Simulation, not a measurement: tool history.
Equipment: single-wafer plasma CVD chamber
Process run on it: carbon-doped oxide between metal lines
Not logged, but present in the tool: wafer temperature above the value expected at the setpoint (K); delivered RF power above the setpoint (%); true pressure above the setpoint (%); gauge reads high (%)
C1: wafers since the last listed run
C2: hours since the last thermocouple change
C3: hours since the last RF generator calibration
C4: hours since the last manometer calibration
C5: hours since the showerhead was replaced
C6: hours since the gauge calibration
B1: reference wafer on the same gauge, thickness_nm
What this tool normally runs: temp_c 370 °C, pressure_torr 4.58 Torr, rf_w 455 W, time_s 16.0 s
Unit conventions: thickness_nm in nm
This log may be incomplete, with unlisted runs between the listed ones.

Run 1, day 0.000: usual settings; C1 0; C2 1022.6; C3 342.1; C4 1464.4; C5 7213.8; C6 1213.9; B1 75.003. Result: thickness_nm 77.018 nm.
At day 0.067: thermocouple changed; heater temperature recalibrated.
At day 0.892: gauge calibrated.
Run 2, day 2.633: usual settings; C1 1512; C2 61.6; C3 405.3; C4 1527.6; C5 7277.0; C6 41.8; B1 75.074. Result: thickness_nm 76.597 nm.
Run 3, day 5.808: usual settings but rf_w 420 W; C1 1870; C2 137.8; C3 481.5; C4 1603.8; C5 7353.2; C6 118.0; B1 75.080. Result: thickness_nm 72.336 nm.
Run 4, day 8.788: usual settings; C1 1755; C2 209.3; C3 553.0; C4 1675.3; C5 7424.7; C6 189.5; B1 75.122. Result: thickness_nm 76.454 nm.
Run 5, day 13.183: usual settings; C1 2590; C2 314.8; C3 658.5; C4 1780.8; C5 7530.2; C6 295.0; B1 75.119. Result: thickness_nm 76.267 nm.
Run 6, day 17.192: usual settings; C1 2361; C2 411.0; C3 754.7; C4 1877.0; C5 7626.4; C6 391.2; B1 75.229. Result: thickness_nm 76.149 nm.
Run 7, day 20.917: usual settings; C1 2194; C2 500.4; C3 844.1; C4 1966.4; C5 7715.8; C6 480.6; B1 75.096. Result: thickness_nm 76.008 nm.
At day 22.217: showerhead replaced.
Run 8, day 23.450: usual settings but rf_w 480 W; C1 1296; C2 561.2; C3 904.9; C4 2027.2; C5 29.6; C6 541.4; B1 75.101. Result: thickness_nm 79.152 nm.
Run 9, day 27.721: usual settings but temp_c 378 °C, rf_w 430 W; C1 2516; C2 663.7; C3 1007.4; C4 2129.7; C5 132.1; C6 643.9; B1 75.123. Result: thickness_nm 71.634 nm.
At day 29.838: RF generator calibrated.
Run 10, day 31.625: usual settings but temp_c 378 °C, rf_w 430 W; C1 2104; C2 757.4; C3 42.9; C4 2223.4; C5 225.8; C6 737.6; B1 75.040. Result: thickness_nm 69.877 nm.
Run 11, day 34.712: usual settings but temp_c 378 °C, rf_w 430 W; C1 1819; C2 831.5; C3 117.0; C4 2297.5; C5 299.9; C6 811.7; B1 75.152. Result: thickness_nm 69.919 nm.
Run 12, day 36.992: usual settings but pressure_torr 4.07 Torr, time_s 14.3 s; C1 1342; C2 886.2; C3 171.7; C4 2352.2; C5 354.6; C6 866.4; B1 75.114. Result: thickness_nm 65.304 nm.
Run 13, day 39.954: usual settings but pressure_torr 3.72 Torr, rf_w 505 W; C1 1745; C2 957.3; C3 242.8; C4 2423.3; C5 425.7; C6 937.5; B1 75.229. Result: thickness_nm 77.578 nm.
At day 41.346: RF generator calibrated, repeated, since the last time left the tool worse.
Run 14, day 42.292: usual settings but rf_w 480 W, time_s 14.7 s; C1 1180; C2 1013.4; C3 22.7; C4 2479.4; C5 481.8; C6 993.6; B1 75.066. Result: thickness_nm 73.563 nm.
At day 44.350: thermocouple changed; heater temperature recalibrated.
Run 15, day 45.225: usual settings but temp_c 381 °C, pressure_torr 3.98 Torr, rf_w 430 W, time_s 18.6 s; C1 1532; C2 21.0; C3 93.1; C4 2549.8; C5 552.2; C6 1064.0; B1 75.148. Result: thickness_nm 82.877 nm.
Run 16, day 46.938: usual settings; C1 1009; C2 62.1; C3 134.2; C4 2590.9; C5 593.3; C6 1105.1; B1 75.078. Result: thickness_nm 77.506 nm.
Run 17, day 50.471: usual settings; C1 2081; C2 146.9; C3 219.0; C4 2675.7; C5 678.1; C6 1189.9; B1 75.164. Result: thickness_nm 77.233 nm.
At day 51.746: gauge calibrated.
At day 52.246: capacitance manometer re-zeroed and calibrated.
Run 18, day 54.829: usual settings but temp_c 360 °C, pressure_torr 4.95 Torr, rf_w 430 W; C1 2371; C2 251.5; C3 323.6; C4 62.0; C5 782.7; C6 74.0; B1 75.064. Result: thickness_nm 76.481 nm.
Run 19, day 57.950: usual settings but temp_c 380 °C, pressure_torr 5.10 Torr, time_s 14.3 s; C1 1838; C2 326.4; C3 398.5; C4 136.9; C5 857.6; C6 148.9; B1 75.071. Result: thickness_nm 68.380 nm.
Run 20, day 59.458: usual settings but temp_c 360 °C, rf_w 395 W; C1 888; C2 362.6; C3 434.7; C4 173.1; C5 893.8; C6 185.1; B1 75.043. Result: thickness_nm 70.705 nm.
Run 21, day 64.171: usual settings but temp_c 362 °C, pressure_torr 5.45 Torr, time_s 17.2 s; C1 2776; C2 475.7; C3 547.8; C4 286.2; C5 1006.9; C6 298.2; B1 75.155. Result: thickness_nm 85.718 nm.
Run 22, day 68.475: usual settings but temp_c 375 °C; C1 2536; C2 579.0; C3 651.1; C4 389.5; C5 1110.2; C6 401.5; B1 74.998. Result: thickness_nm 75.645 nm.
Run 23, day 70.358: usual settings; C1 1109; C2 624.2; C3 696.3; C4 434.7; C5 1155.4; C6 446.7; B1 74.996. Result: thickness_nm 76.831 nm.

Consider 5 possible next runs. They are alternatives, not a sequence: every one starts from the tool as it was left by run 23. What does each give?
Run A, day 70.375: usual settings; C1 9; C2 624.6; C3 696.7; C4 435.1; C5 1155.8; C6 447.1; B1 ?. Result: thickness_nm ?.
Run B, day 70.375: usual settings but time_s 17.8 s; C1 9; C2 624.6; C3 696.7; C4 435.1; C5 1155.8; C6 447.1; B1 ?. Result: thickness_nm ?.
Run C, day 70.375: usual settings but time_s 18.3 s; C1 9; C2 624.6; C3 696.7; C4 435.1; C5 1155.8; C6 447.1; B1 ?. Result: thickness_nm ?.
Run D, day 70.375: usual settings but temp_c 385 °C, rf_w 410 W; C1 9; C2 624.6; C3 696.7; C4 435.1; C5 1155.8; C6 447.1; B1 ?. Result: thickness_nm ?.
Run E, day 70.375: usual settings but time_s 13.9 s; C1 9; C2 624.6; C3 696.7; C4 435.1; C5 1155.8; C6 447.1; B1 ?. Result: thickness_nm ?.

run      B1  thickness_nm
  A  75.074        75.939
  B  75.074        84.328
  C  75.074        86.655
  D  75.074        68.355
  E  75.074        66.131
Take away the tool's hidden state, keep each run's random variation, and the runs would have read:
run  thickness_nm
  A        77.376
  B        85.924
  C        88.296
  D        69.656
  E        67.383
